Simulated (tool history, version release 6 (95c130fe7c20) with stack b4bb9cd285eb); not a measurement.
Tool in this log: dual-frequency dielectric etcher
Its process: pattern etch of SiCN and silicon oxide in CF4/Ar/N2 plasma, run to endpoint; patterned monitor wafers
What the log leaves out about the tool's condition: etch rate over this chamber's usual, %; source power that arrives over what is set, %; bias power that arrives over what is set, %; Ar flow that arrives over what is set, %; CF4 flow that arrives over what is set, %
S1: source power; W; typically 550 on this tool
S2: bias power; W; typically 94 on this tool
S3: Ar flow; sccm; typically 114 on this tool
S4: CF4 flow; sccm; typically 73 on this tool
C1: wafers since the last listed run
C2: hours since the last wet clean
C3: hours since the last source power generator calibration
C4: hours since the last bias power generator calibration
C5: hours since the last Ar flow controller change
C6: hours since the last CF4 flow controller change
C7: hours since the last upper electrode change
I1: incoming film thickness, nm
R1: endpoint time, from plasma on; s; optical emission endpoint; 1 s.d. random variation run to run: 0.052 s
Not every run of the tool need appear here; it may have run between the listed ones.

run	hour	S1	S2	S3	S4	C1	C2	C3	C4	C5	C6	C7	I1	R1
1	0.0	550	94	114	73	0	77.6	3893.0	2005.1	3872.0	3667.7	1968.8	12.53	10.0
2	70.2	550	94	114	73	881	147.8	3963.2	2075.3	3942.2	3737.9	2039.0	12.47	9.9
3	120.3	550	94	114	73	628	197.9	4013.3	2125.4	3992.3	3788.0	2089.1	12.53	9.9
4	149.2	550	94	114	73	362	226.8	4042.2	2154.3	4021.2	3816.9	2118.0	12.66	9.9
5	185.6	550	94	114	78	456	263.2	4078.6	2190.7	4057.6	3853.3	2154.4	12.61	9.7
6	225.5	550	94	114	78	500	303.1	4118.5	2230.6	4097.5	3893.2	2194.3	12.53	9.7
# hour 251.0: source power generator calibrated
7	279.9	550	94	114	78	632	357.5	28.9	2285.0	4151.9	3947.6	2248.7	12.61	9.6
# hour 313.5: wet clean of the chamber
8	345.0	550	94	114	68	515	31.5	94.0	2350.1	4217.0	4012.7	2313.8	12.53	10.3
# hour 376.7: upper electrode replaced
9	397.7	550	94	114	68	360	84.2	146.7	2402.8	4269.7	4065.4	21.0	12.48	10.2
# hour 458.6: bias power generator calibrated
10	459.1	550	77	105	87	720	145.6	208.1	0.5	4331.1	4126.8	82.4	12.68	10.3
11	500.5	550	94	87	73	519	187.0	249.5	41.9	4372.5	4168.2	123.8	12.62	9.8
# hour 523.1: Ar flow controller replaced
12	554.0	550	94	90	73	596	240.5	303.0	95.4	30.9	4221.7	177.3	12.70	9.8
13	593.3	630	94	114	90	493	279.8	342.3	134.7	70.2	4261.0	216.6	12.69	8.2

Run 14, settings as shown, results not yet in. Your forecast:
# hour 631.1: CF4 flow controller replaced
14	649.8	640	94	114	73	633	336.3	398.8	191.2	126.7	18.7	273.1	12.72	?

For run 14 the tool returned R1 8.3 s.
With no hidden state in the tool, this same run would have given R1 8.7 s.
